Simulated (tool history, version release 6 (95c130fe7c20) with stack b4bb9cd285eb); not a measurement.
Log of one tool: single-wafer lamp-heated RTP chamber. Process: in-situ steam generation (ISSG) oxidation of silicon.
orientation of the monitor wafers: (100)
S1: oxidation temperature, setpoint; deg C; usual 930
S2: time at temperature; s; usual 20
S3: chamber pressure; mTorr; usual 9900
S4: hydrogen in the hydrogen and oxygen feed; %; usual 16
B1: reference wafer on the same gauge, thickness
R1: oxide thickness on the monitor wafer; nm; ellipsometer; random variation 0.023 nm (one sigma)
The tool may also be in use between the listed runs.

run 1 hour=0 | S1=930 S2=20 S3=9900 S4=16 | B1=4.113 | R1=4.09
-- hour=3.7 gauge calibrated
run 2 hour=16 | S1=930 S2=20 S3=9900 S4=16 | B1=4.118 | R1=4.107
run 3 hour=23.4 | S1=930 S2=20 S3=9900 S4=16 | B1=4.117 | R1=4.069
run 4 hour=37.5 | S1=930 S2=20 S3=9900 S4=16 | B1=4.135 | R1=4.028
run 5 hour=45 | S1=930 S2=24 S3=9900 S4=16 | B1=4.134 | R1=4.395
run 6 hour=60.3 | S1=930 S2=24 S3=9900 S4=16 | B1=4.112 | R1=4.356
run 7 hour=69 | S1=930 S2=20 S3=9900 S4=16 | B1=4.114 | R1=4.127
run 8 hour=86.7 | S1=930 S2=20 S3=9900 S4=16 | B1=4.117 | R1=4.119
run 9 hour=93.7 | S1=930 S2=20 S3=9900 S4=16 | B1=4.117 | R1=4.097
run 10 hour=100.1 | S1=930 S2=20 S3=10200 S4=16 | B1=4.121 | R1=4.047
run 11 hour=116.2 | S1=930 S2=20 S3=10200 S4=16 | B1=4.121 | R1=4.08
run 12 hour=128.6 | S1=930 S2=20 S3=10200 S4=16 | B1=4.122 | R1=4.091
-- hour=137.1 hydrogen flow controller replaced
run 13 hour=137.7 | S1=930 S2=20 S3=8700 S4=16 | B1=4.125 | R1=4.165
run 14 hour=151 | S1=930 S2=20 S3=9900 S4=19 | B1=4.118 | R1=4.267
-- hour=154.7 gauge calibrated
-- hour=187.6 pyrometer window cleaned and pyrometer calibrated
run 15 hour=201.8 | S1=930 S2=27 S3=10200 S4=16 | B1=4.116 | R1=4.605
run 16 hour=208.9 | S1=930 S2=20 S3=9900 S4=16 | B1=4.121 | R1=4.104
run 17 hour=219.8 | S1=930 S2=20 S3=9900 S4=11 | B1=4.103 | R1=3.762
-- hour=230 pressure gauge zeroed
run 18 hour=231.6 | S1=913 S2=23 S3=9900 S4=25 | B1=4.125 | R1=4.509
run 19 hour=239.7 | S1=948 S2=14 S3=10200 S4=25 | B1=4.109 | R1=4.078
run 20 hour=249.8 | S1=930 S2=20 S3=9900 S4=16 | B1=4.119 | R1=4.114
run 21 hour=267.5 | S1=930 S2=20 S3=9900 S4=16 | B1=4.119 | R1=4.094
run 22 hour=279.3 | S1=922 S2=20 S3=8600 S4=21 | B1=4.116 | R1=4.326
run 23 hour=294 | S1=930 S2=20 S3=9900 S4=16 | B1=4.113 | R1=4.095
run 24 hour=300.5 | S1=930 S2=20 S3=9300 S4=11 | B1=4.115 | R1=3.821

The tool's hidden state at each run:
true wafer temperature minus pyrometer reading, K: 0 in every run
true pressure minus gauge reading, Torr: 0 in every run
deviation of the hydrogen flow from its setpoint, %: 0 in every run
gauge reads high (%): 0 in every run
